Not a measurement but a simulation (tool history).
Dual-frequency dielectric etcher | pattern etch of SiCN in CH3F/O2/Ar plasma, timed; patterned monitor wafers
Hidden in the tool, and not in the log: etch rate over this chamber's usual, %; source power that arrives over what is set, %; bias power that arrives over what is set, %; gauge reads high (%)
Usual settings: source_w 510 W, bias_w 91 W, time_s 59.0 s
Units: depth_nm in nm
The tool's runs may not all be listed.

| run | hour | source_w | bias_w | time_s | wafers since the last listed run | hours since the last wet clean | hours since the last source power generator calibration | hours since the last bias power generator calibration | hours since the last upper electrode change | hours since the gauge calibration | read-back reference wafer on the same gauge, depth_nm | depth_nm |
|---|---|---|---|---|---|---|---|---|---|---|---|---|
| 1 | 0.0 | 510 | 91 | 59.0 | 0 | 347.2 | 3427.0 | 2773.0 | 4422.5 | 23.2 | 24.49 | 26.97 |
| 2 | 30.8 | 510 | 91 | 59.0 | 444 | 378.0 | 3457.8 | 2803.8 | 4453.3 | 54.0 | 24.50 | 27.12 |
| 3 | 40.2 | 510 | 82 | 59.0 | 135 | 387.4 | 3467.2 | 2813.2 | 4462.7 | 63.4 | 24.49 | 25.97 |
| 4 | 59.1 | 510 | 82 | 59.0 | 272 | 406.3 | 3486.1 | 2832.1 | 4481.6 | 82.3 | 24.51 | 25.97 |
| 5 | 71.3 | 510 | 82 | 59.0 | 176 | 418.5 | 3498.3 | 2844.3 | 4493.8 | 94.5 | 24.50 | 26.04 |
|  | 100.5 | upper electrode replaced |
|  | 118.1 | wet clean of the chamber |
| 6 | 118.6 | 510 | 91 | 59.0 | 83 | 0.5 | 3545.6 | 2891.6 | 18.1 | 141.8 | 24.49 | 26.70 |
| 7 | 118.9 | 510 | 91 | 59.0 | 4 | 0.8 | 3545.9 | 2891.9 | 18.4 | 142.1 | 24.49 | 26.65 |
| 8 | 122.2 | 510 | 91 | 59.0 | 47 | 4.1 | 3549.2 | 2895.2 | 21.7 | 145.4 | 24.51 | 26.62 |
| 9 | 128.3 | 510 | 91 | 59.0 | 88 | 10.2 | 3555.3 | 2901.3 | 27.8 | 151.5 | 24.50 | 26.75 |
|  | 136.4 | source power generator calibrated |
| 10 | 138.2 | 510 | 91 | 59.0 | 85 | 20.1 | 1.8 | 2911.2 | 37.7 | 161.4 | 24.51 | 26.71 |
| 11 | 148.7 | 510 | 91 | 59.0 | 151 | 30.6 | 12.3 | 2921.7 | 48.2 | 171.9 | 24.50 | 26.74 |
| 12 | 157.2 | 590 | 112 | 73.5 | 122 | 39.1 | 20.8 | 2930.2 | 56.7 | 180.4 | 24.51 | 38.26 |
|  | 158.1 | gauge calibrated |
| 13 | 170.6 | 550 | 91 | 59.0 | 193 | 52.5 | 34.2 | 2943.6 | 70.1 | 12.5 | 24.50 | 27.40 |
| 14 | 181.3 | 630 | 101 | 59.0 | 154 | 63.2 | 44.9 | 2954.3 | 80.8 | 23.2 | 24.49 | 30.02 |
| 15 | 194.7 | 470 | 112 | 44.0 | 193 | 76.6 | 58.3 | 2967.7 | 94.2 | 36.6 | 24.50 | 21.28 |
| 16 | 212.1 | 510 | 91 | 59.0 | 251 | 94.0 | 75.7 | 2985.1 | 111.6 | 54.0 | 24.49 | 26.83 |
| 17 | 225.7 | 510 | 103 | 59.0 | 196 | 107.6 | 89.3 | 2998.7 | 125.2 | 67.6 | 24.52 | 28.35 |
|  | 237.6 | bias power generator calibrated |
| 18 | 239.7 | 600 | 91 | 59.0 | 144 | 121.6 | 103.3 | 2.1 | 139.2 | 81.6 | 24.51 | 28.30 |
| 19 | 253.1 | 630 | 106 | 54.5 | 193 | 135.0 | 116.7 | 15.5 | 152.6 | 95.0 | 24.49 | 28.37 |
| 20 | 268.5 | 570 | 75 | 66.0 | 222 | 150.4 | 132.1 | 30.9 | 168.0 | 110.4 | 24.48 | 28.74 |
| 21 | 281.3 | 510 | 91 | 59.0 | 184 | 163.2 | 144.9 | 43.7 | 180.8 | 123.2 | 24.51 | 26.89 |
| 22 | 288.9 | 510 | 91 | 73.0 | 109 | 170.8 | 152.5 | 51.3 | 188.4 | 130.8 | 24.51 | 33.29 |
| 23 | 304.7 | 510 | 73 | 44.5 | 228 | 186.6 | 168.3 | 67.1 | 204.2 | 146.6 | 24.48 | 18.44 |

Forecast each of these 4 alternatives for the next run:
| A | 305.1 | 510 | 91 | 59.0 | 5 | 187.0 | 168.7 | 67.5 | 204.6 | 147.0 | ? | ? |
| B | 305.1 | 470 | 80 | 68.0 | 5 | 187.0 | 168.7 | 67.5 | 204.6 | 147.0 | ? | ? |
| C | 305.1 | 560 | 91 | 67.0 | 5 | 187.0 | 168.7 | 67.5 | 204.6 | 147.0 | ? | ? |
| D | 305.1 | 400 | 111 | 65.0 | 5 | 187.0 | 168.7 | 67.5 | 204.6 | 147.0 | ? | ? |

| run | read-back reference wafer on the same gauge, depth_nm | depth_nm |
|---|---|---|
| A | 24.53 | 26.88 |
| B | 24.53 | 28.53 |
| C | 24.53 | 31.49 |
| D | 24.53 | 29.85 |
Without the tool's hidden state the same runs would have given:
| run | depth_nm |
|---|---|
| A | 26.66 |
| B | 28.29 |
| C | 31.23 |
| D | 29.60 |
